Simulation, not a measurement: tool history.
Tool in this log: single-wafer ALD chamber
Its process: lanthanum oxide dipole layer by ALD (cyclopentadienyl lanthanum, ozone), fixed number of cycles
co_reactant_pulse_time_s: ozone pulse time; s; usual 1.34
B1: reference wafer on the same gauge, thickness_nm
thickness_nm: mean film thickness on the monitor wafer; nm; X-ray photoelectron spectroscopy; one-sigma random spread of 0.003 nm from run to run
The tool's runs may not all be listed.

Run 1, hour 0.0: usual settings; B1 0.495. Result: thickness_nm 0.523 nm.
Run 2, hour 33.6: usual settings; B1 0.495. Result: thickness_nm 0.525 nm.
Run 3, hour 96.5: usual settings; B1 0.494. Result: thickness_nm 0.523 nm.
At hour 104.7: ozone generator serviced.
Run 4, hour 310.7: usual settings; B1 0.494. Result: thickness_nm 0.539 nm.
Run 5, hour 353.2: usual settings but co_reactant_pulse_time_s 1.22 s; B1 0.494. Result: thickness_nm 0.519 nm.
Run 6, hour 377.3: usual settings; B1 0.495. Result: thickness_nm 0.534 nm.
Run 7, hour 420.2: usual settings but co_reactant_pulse_time_s 1.50 s; B1 0.496. Result: thickness_nm 0.541 nm.
Run 8, hour 447.2: usual settings; B1 0.494. Result: thickness_nm 0.530 nm.
Run 9, hour 480.1: usual settings; B1 0.495. Result: thickness_nm 0.525 nm.
At hour 632.1: ozone generator serviced.
Run 10, hour 668.8: usual settings; B1 0.495. Result: thickness_nm 0.542 nm.
Run 11, hour 724.7: usual settings; B1 0.496. Result: thickness_nm 0.545 nm.
Run 12, hour 765.2: usual settings; B1 0.495. Result: thickness_nm 0.539 nm.
Run 13, hour 791.3: usual settings; B1 0.495. Result: thickness_nm 0.530 nm.
Run 14, hour 857.2: usual settings but co_reactant_pulse_time_s 0.92 s; B1 0.494. Result: thickness_nm 0.471 nm.
At hour 866.6: gauge calibrated.
Run 15, hour 888.3: usual settings; B1 0.495. Result: thickness_nm 0.528 nm.
At hour 897.6: thermocouple changed; heater temperature recalibrated.
Run 16, hour 1072.4: usual settings; B1 0.494. Result: thickness_nm 0.518 nm.
Run 17, hour 1123.6: usual settings but co_reactant_pulse_time_s 1.16 s; B1 0.495. Result: thickness_nm 0.496 nm.
At hour 1160.5: showerhead replaced.
Run 18, hour 1167.3: usual settings but co_reactant_pulse_time_s 1.68 s; B1 0.494. Result: thickness_nm 0.546 nm.
Run 19, hour 1199.0: usual settings but co_reactant_pulse_time_s 1.84 s; B1 0.496. Result: thickness_nm 0.559 nm.
Run 20, hour 1228.2: usual settings but co_reactant_pulse_time_s 1.06 s; B1 0.495. Result: thickness_nm 0.476 nm.
At hour 1270.0: ozone generator serviced.
Run 21, hour 1414.0: usual settings but co_reactant_pulse_time_s 0.96 s; B1 0.496. Result: thickness_nm 0.496 nm.
Run 22, hour 1443.6: usual settings but co_reactant_pulse_time_s 1.08 s; B1 0.495. Result: thickness_nm 0.507 nm.
Run 23, hour 1488.7: usual settings but co_reactant_pulse_time_s 1.50 s; B1 0.496. Result: thickness_nm 0.549 nm.
Run 24, hour 1545.1: usual settings but co_reactant_pulse_time_s 1.63 s; B1 0.495. Result: thickness_nm 0.554 nm.
Run 25, hour 1573.6: usual settings but co_reactant_pulse_time_s 1.73 s; B1 0.495. Result: thickness_nm 0.560 nm.
Run 26, hour 1783.6: usual settings but co_reactant_pulse_time_s 1.13 s; B1 0.494. Result: thickness_nm 0.498 nm.
Run 27, hour 1838.4: usual settings but co_reactant_pulse_time_s 1.76 s; B1 0.496. Result: thickness_nm 0.561 nm.

Alternative continuations, all from the tool just after run 27; predict every row:
Run A, hour 1838.8: usual settings but co_reactant_pulse_time_s 1.56 s; B1 ?. Result: thickness_nm ?.
Run B, hour 1838.8: usual settings but co_reactant_pulse_time_s 1.60 s; B1 ?. Result: thickness_nm ?.
Run C, hour 1838.8: usual settings but co_reactant_pulse_time_s 0.85 s; B1 ?. Result: thickness_nm ?.
Run D, hour 1838.8: usual settings but co_reactant_pulse_time_s 1.58 s; B1 ?. Result: thickness_nm ?.

run     B1  thickness_nm
  A  0.495         0.548
  B  0.495         0.551
  C  0.495         0.450
  D  0.495         0.550
Without the tool's hidden state the same runs would have given:
run  thickness_nm
  A         0.576
  B         0.578
  C         0.501
  D         0.577
